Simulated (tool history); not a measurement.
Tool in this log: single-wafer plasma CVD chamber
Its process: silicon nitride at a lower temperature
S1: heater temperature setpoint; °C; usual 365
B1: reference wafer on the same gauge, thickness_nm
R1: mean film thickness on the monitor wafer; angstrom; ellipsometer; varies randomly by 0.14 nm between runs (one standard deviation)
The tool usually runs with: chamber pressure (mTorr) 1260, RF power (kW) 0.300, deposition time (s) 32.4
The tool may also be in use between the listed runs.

run 1 hour=0.0 | S1=365 chamber_pressure_(mTorr)=1260 RF_power_(kW)=0.300 deposition_time_(s)=32.4 | B1=41.010 | R1=372.38
run 2 hour=99.7 | S1=365 chamber_pressure_(mTorr)=1260 RF_power_(kW)=0.300 deposition_time_(s)=32.4 | B1=41.002 | R1=372.22
run 3 hour=180.4 | S1=365 chamber_pressure_(mTorr)=1260 RF_power_(kW)=0.300 deposition_time_(s)=32.4 | B1=40.991 | R1=372.32
run 4 hour=244.6 | S1=365 chamber_pressure_(mTorr)=1260 RF_power_(kW)=0.300 deposition_time_(s)=32.4 | B1=40.979 | R1=373.96
run 5 hour=317.9 | S1=365 chamber_pressure_(mTorr)=1260 RF_power_(kW)=0.300 deposition_time_(s)=32.4 | B1=41.023 | R1=370.88
run 6 hour=397.8 | S1=365 chamber_pressure_(mTorr)=1260 RF_power_(kW)=0.300 deposition_time_(s)=32.4 | B1=40.993 | R1=372.17
run 7 hour=484.1 | S1=365 chamber_pressure_(mTorr)=1130 RF_power_(kW)=0.300 deposition_time_(s)=32.4 | B1=41.013 | R1=352.94
run 8 hour=547.0 | S1=365 chamber_pressure_(mTorr)=1260 RF_power_(kW)=0.300 deposition_time_(s)=32.4 | B1=40.996 | R1=371.28
run 9 hour=599.5 | S1=365 chamber_pressure_(mTorr)=1260 RF_power_(kW)=0.300 deposition_time_(s)=32.4 | B1=41.002 | R1=372.78
run 10 hour=638.5 | S1=365 chamber_pressure_(mTorr)=1260 RF_power_(kW)=0.300 deposition_time_(s)=32.4 | B1=41.011 | R1=373.20
run 11 hour=907.6 | S1=365 chamber_pressure_(mTorr)=1260 RF_power_(kW)=0.300 deposition_time_(s)=28.6 | B1=40.960 | R1=327.83
run 12 hour=987.8 | S1=365 chamber_pressure_(mTorr)=1360 RF_power_(kW)=0.260 deposition_time_(s)=32.4 | B1=41.016 | R1=330.82
run 13 hour=1039.9 | S1=357 chamber_pressure_(mTorr)=1470 RF_power_(kW)=0.300 deposition_time_(s)=30.4 | B1=40.994 | R1=375.38
run 14 hour=1127.3 | S1=359 chamber_pressure_(mTorr)=1440 RF_power_(kW)=0.260 deposition_time_(s)=30.6 | B1=40.998 | R1=320.98
run 15 hour=1185.6 | S1=365 chamber_pressure_(mTorr)=1260 RF_power_(kW)=0.300 deposition_time_(s)=32.4 | B1=41.005 | R1=372.83
-- hour=1231.3 thermocouple changed; heater temperature recalibrated
-- hour=1247.2 showerhead replaced
-- hour=1287.6 capacitance manometer re-zeroed and calibrated
run 16 hour=1288.1 | S1=365 chamber_pressure_(mTorr)=1260 RF_power_(kW)=0.300 deposition_time_(s)=32.4 | B1=41.030 | R1=369.99
run 17 hour=1381.8 | S1=365 chamber_pressure_(mTorr)=1000 RF_power_(kW)=0.300 deposition_time_(s)=32.4 | B1=40.986 | R1=327.61
run 18 hour=1450.4 | S1=354 chamber_pressure_(mTorr)=1370 RF_power_(kW)=0.350 deposition_time_(s)=28.9 | B1=41.016 | R1=396.63
run 19 hour=1497.0 | S1=365 chamber_pressure_(mTorr)=1260 RF_power_(kW)=0.300 deposition_time_(s)=32.4 | B1=41.010 | R1=369.45
-- hour=1515.0 gauge calibrated
run 20 hour=1548.5 | S1=376 chamber_pressure_(mTorr)=1390 RF_power_(kW)=0.300 deposition_time_(s)=32.4 | B1=40.976 | R1=384.32
run 21 hour=1607.6 | S1=365 chamber_pressure_(mTorr)=1260 RF_power_(kW)=0.300 deposition_time_(s)=32.4 | B1=40.992 | R1=371.25
-- hour=1619.2 RF generator calibrated
run 22 hour=1667.3 | S1=365 chamber_pressure_(mTorr)=1100 RF_power_(kW)=0.240 deposition_time_(s)=35.2 | B1=41.003 | R1=300.56
run 23 hour=1733.3 | S1=365 chamber_pressure_(mTorr)=1390 RF_power_(kW)=0.270 deposition_time_(s)=37.0 | B1=40.993 | R1=404.02
run 24 hour=2005.4 | S1=379 chamber_pressure_(mTorr)=1500 RF_power_(kW)=0.300 deposition_time_(s)=32.4 | B1=40.998 | R1=399.38
run 25 hour=2069.0 | S1=365 chamber_pressure_(mTorr)=1260 RF_power_(kW)=0.285 deposition_time_(s)=32.4 | B1=40.976 | R1=356.38

What will run 26 give?
run 26 hour=2129.3 | S1=365 chamber_pressure_(mTorr)=1260 RF_power_(kW)=0.300 deposition_time_(s)=32.4 | B1=? | R1=?

B1: 41.002
R1: 373.96 angstrom
Take away the tool's hidden state, keep the run-to-run variation as it was, and the same run would have given R1 378.63 angstrom.

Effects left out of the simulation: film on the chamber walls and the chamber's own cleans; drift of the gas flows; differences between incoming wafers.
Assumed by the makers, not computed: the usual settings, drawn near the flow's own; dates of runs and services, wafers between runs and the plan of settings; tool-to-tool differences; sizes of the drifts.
